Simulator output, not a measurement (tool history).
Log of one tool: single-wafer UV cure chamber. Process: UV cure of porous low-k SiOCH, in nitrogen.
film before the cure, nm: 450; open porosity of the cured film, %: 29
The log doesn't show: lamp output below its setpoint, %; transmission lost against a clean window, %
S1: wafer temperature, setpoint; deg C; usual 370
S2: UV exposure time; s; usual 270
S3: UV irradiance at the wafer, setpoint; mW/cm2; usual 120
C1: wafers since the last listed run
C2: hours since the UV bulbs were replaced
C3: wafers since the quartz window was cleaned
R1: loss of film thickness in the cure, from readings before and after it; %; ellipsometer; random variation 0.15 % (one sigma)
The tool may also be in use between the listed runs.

{"run": 1, "day": 0.0, "S1": 370, "S2": 270, "S3": 120, "C1": 0, "C2": 894.9, "C3": 418, "R1": 15.806}
{"run": 2, "day": 2.042, "S1": 370, "S2": 270, "S3": 120, "C1": 311, "C2": 943.9, "C3": 730, "R1": 15.688}
{"run": 3, "day": 4.604, "S1": 370, "S2": 270, "S3": 120, "C1": 391, "C2": 1005.4, "C3": 1122, "R1": 15.772}
{"run": 4, "day": 7.246, "S1": 370, "S2": 270, "S3": 120, "C1": 403, "C2": 1068.8, "C3": 1525, "R1": 15.834}
{"run": 5, "day": 9.292, "S1": 370, "S2": 270, "S3": 120, "C1": 312, "C2": 1117.9, "C3": 1838, "R1": 15.831}
{"run": 6, "day": 11.35, "S1": 370, "S2": 270, "S3": 120, "C1": 314, "C2": 1167.3, "C3": 2152, "R1": 16.048}
{"run": 7, "day": 14.075, "S1": 370, "S2": 235, "S3": 120, "C1": 416, "C2": 1232.7, "C3": 2569, "R1": 15.065}
{"run": 8, "day": 16.571, "S1": 370, "S2": 235, "S3": 120, "C1": 381, "C2": 1292.6, "C3": 2950, "R1": 15.011}
{"day": 18.742, "done": "quartz window cleaned"}
{"run": 9, "day": 18.762, "S1": 370, "S2": 270, "S3": 105, "C1": 283, "C2": 1345.2, "C3": 3, "R1": 15.151}
{"run": 10, "day": 19.846, "S1": 370, "S2": 190, "S3": 120, "C1": 165, "C2": 1371.2, "C3": 168, "R1": 13.986}
{"run": 11, "day": 21.379, "S1": 370, "S2": 270, "S3": 120, "C1": 234, "C2": 1408.0, "C3": 402, "R1": 15.84}
{"run": 12, "day": 22.517, "S1": 370, "S2": 270, "S3": 120, "C1": 173, "C2": 1435.3, "C3": 576, "R1": 15.969}
{"run": 13, "day": 24.708, "S1": 363, "S2": 270, "S3": 109, "C1": 334, "C2": 1487.9, "C3": 911, "R1": 15.129}
{"run": 14, "day": 27.558, "S1": 350, "S2": 345, "S3": 120, "C1": 435, "C2": 1556.3, "C3": 1346, "R1": 16.788}
{"run": 15, "day": 29.492, "S1": 370, "S2": 270, "S3": 103, "C1": 295, "C2": 1602.7, "C3": 1642, "R1": 15.07}
{"run": 16, "day": 30.588, "S1": 370, "S2": 350, "S3": 120, "C1": 167, "C2": 1629.0, "C3": 1809, "R1": 17.398}
{"run": 17, "day": 33.583, "S1": 357, "S2": 420, "S3": 120, "C1": 457, "C2": 1700.9, "C3": 2267, "R1": 18.004}
{"run": 18, "day": 36.546, "S1": 370, "S2": 270, "S3": 120, "C1": 452, "C2": 1772.0, "C3": 2719, "R1": 15.753}
{"run": 19, "day": 39.029, "S1": 354, "S2": 425, "S3": 120, "C1": 379, "C2": 1831.6, "C3": 3099, "R1": 17.937}
{"day": 40.012, "done": "UV bulbs replaced"}
{"run": 20, "day": 40.271, "S1": 351, "S2": 270, "S3": 120, "C1": 138, "C2": 6.2, "C3": 3238, "R1": 15.482}
{"day": 47.083, "done": "quartz window cleaned"}
{"run": 21, "day": 47.104, "S1": 370, "S2": 230, "S3": 120, "C1": 993, "C2": 170.2, "C3": 2, "R1": 14.86}
{"run": 22, "day": 49.567, "S1": 370, "S2": 270, "S3": 120, "C1": 376, "C2": 229.3, "C3": 379, "R1": 15.842}
{"run": 23, "day": 53.462, "S1": 370, "S2": 270, "S3": 120, "C1": 595, "C2": 322.8, "C3": 974, "R1": 15.532}
{"run": 24, "day": 55.554, "S1": 370, "S2": 270, "S3": 120, "C1": 319, "C2": 373.0, "C3": 1293, "R1": 15.815}
{"run": 25, "day": 57.188, "S1": 365, "S2": 270, "S3": 90, "C1": 249, "C2": 412.2, "C3": 1543, "R1": 14.206}

4 ways to go on from here, each from the tool as it stands after run 25. What would each give?
{"run": "A", "day": 57.208, "S1": 370, "S2": 270, "S3": 120, "C1": 3, "C2": 412.7, "C3": 1546, "R1": "?"}
{"run": "B", "day": 57.208, "S1": 376, "S2": 115, "S3": 160, "C1": 3, "C2": 412.7, "C3": 1546, "R1": "?"}
{"run": "C", "day": 57.208, "S1": 370, "S2": 200, "S3": 120, "C1": 3, "C2": 412.7, "C3": 1546, "R1": "?"}
{"run": "D", "day": 57.208, "S1": 370, "S2": 270, "S3": 96, "C1": 3, "C2": 412.7, "C3": 1546, "R1": "?"}

run=A R1=16.104
run=B R1=13.047
run=C R1=14.390
run=D R1=14.825
Without the tool's hidden state the same runs would have given:
run=A R1=16.104
run=B R1=13.047
run=C R1=14.390
run=D R1=14.825

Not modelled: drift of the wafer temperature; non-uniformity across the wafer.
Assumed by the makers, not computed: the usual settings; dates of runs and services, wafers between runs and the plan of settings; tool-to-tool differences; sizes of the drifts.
